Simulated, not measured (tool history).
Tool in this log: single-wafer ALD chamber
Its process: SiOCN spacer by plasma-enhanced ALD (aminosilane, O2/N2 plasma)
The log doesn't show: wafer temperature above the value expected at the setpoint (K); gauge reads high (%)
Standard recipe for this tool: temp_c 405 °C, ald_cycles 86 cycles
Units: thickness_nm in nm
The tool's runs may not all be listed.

run	hour	temp_c	ald_cycles	wafers since the last listed run	hours since the last thermocouple change	hours since the gauge calibration	read-back reference wafer on the same gauge, thickness_nm	thickness_nm
1	0.0	405	80	0	1543.1	165.6	4.579	4.299
2	11.0	405	86	22	1554.1	176.6	4.579	4.610
3	18.8	405	86	16	1561.9	184.4	4.582	4.608
4	27.5	405	86	17	1570.6	193.1	4.581	4.605
5	37.6	414	86	20	1580.7	203.2	4.581	4.495
6	55.4	405	86	36	1598.5	221.0	4.580	4.622
7	73.3	405	86	36	1616.4	238.9	4.580	4.603
8	87.7	405	86	29	1630.8	253.3	4.577	4.619
9	97.1	405	86	19	1640.2	262.7	4.579	4.596
10	111.4	405	86	29	1654.5	277.0	4.580	4.600
11	126.2	405	86	30	1669.3	291.8	4.581	4.626
12	139.1	405	86	26	1682.2	304.7	4.580	4.614
13	156.9	405	86	36	1700.0	322.5	4.579	4.603
14	172.7	409	78	32	1715.8	338.3	4.579	4.140
15	186.2	411	73	27	1729.3	351.8	4.579	3.867
# hour 191.2: gauge calibrated
16	196.9	405	86	22	1740.0	5.7	4.579	4.611
17	206.2	405	86	19	1749.3	15.0	4.580	4.624
# hour 215.4: thermocouple changed; heater temperature recalibrated
18	220.2	405	102	12	4.8	29.0	4.580	5.468
19	230.5	405	86	21	15.1	39.3	4.579	4.616
20	240.6	413	97	20	25.2	49.4	4.581	5.124
21	252.2	415	77	23	36.8	61.0	4.579	4.025
22	259.4	396	73	14	44.0	68.2	4.580	3.979
23	274.9	414	101	32	59.5	83.7	4.579	5.293
24	281.7	405	86	14	66.3	90.5	4.581	4.621
25	289.0	405	86	15	73.6	97.8	4.580	4.613
26	295.2	410	69	12	79.8	104.0	4.580	3.649
27	310.6	405	86	31	95.2	119.4	4.579	4.604
28	344.7	413	95	70	129.3	153.5	4.580	4.994
29	358.1	410	81	27	142.7	166.9	4.577	4.290

Branching from run 29: 4 alternative next runs. What would each branch give?
A	358.7	405	86	1	143.3	167.5	?	?
B	358.7	420	96	1	143.3	167.5	?	?
C	358.7	405	96	1	143.3	167.5	?	?
D	358.7	405	77	1	143.3	167.5	?	?

run	read-back reference wafer on the same gauge, thickness_nm	thickness_nm
A	4.579	4.619
B	4.579	4.949
C	4.579	5.156
D	4.579	4.136
With the hidden condition removed and each run's random variation left untouched, the same runs would have given:
run	thickness_nm
A	4.619
B	4.949
C	5.156
D	4.136

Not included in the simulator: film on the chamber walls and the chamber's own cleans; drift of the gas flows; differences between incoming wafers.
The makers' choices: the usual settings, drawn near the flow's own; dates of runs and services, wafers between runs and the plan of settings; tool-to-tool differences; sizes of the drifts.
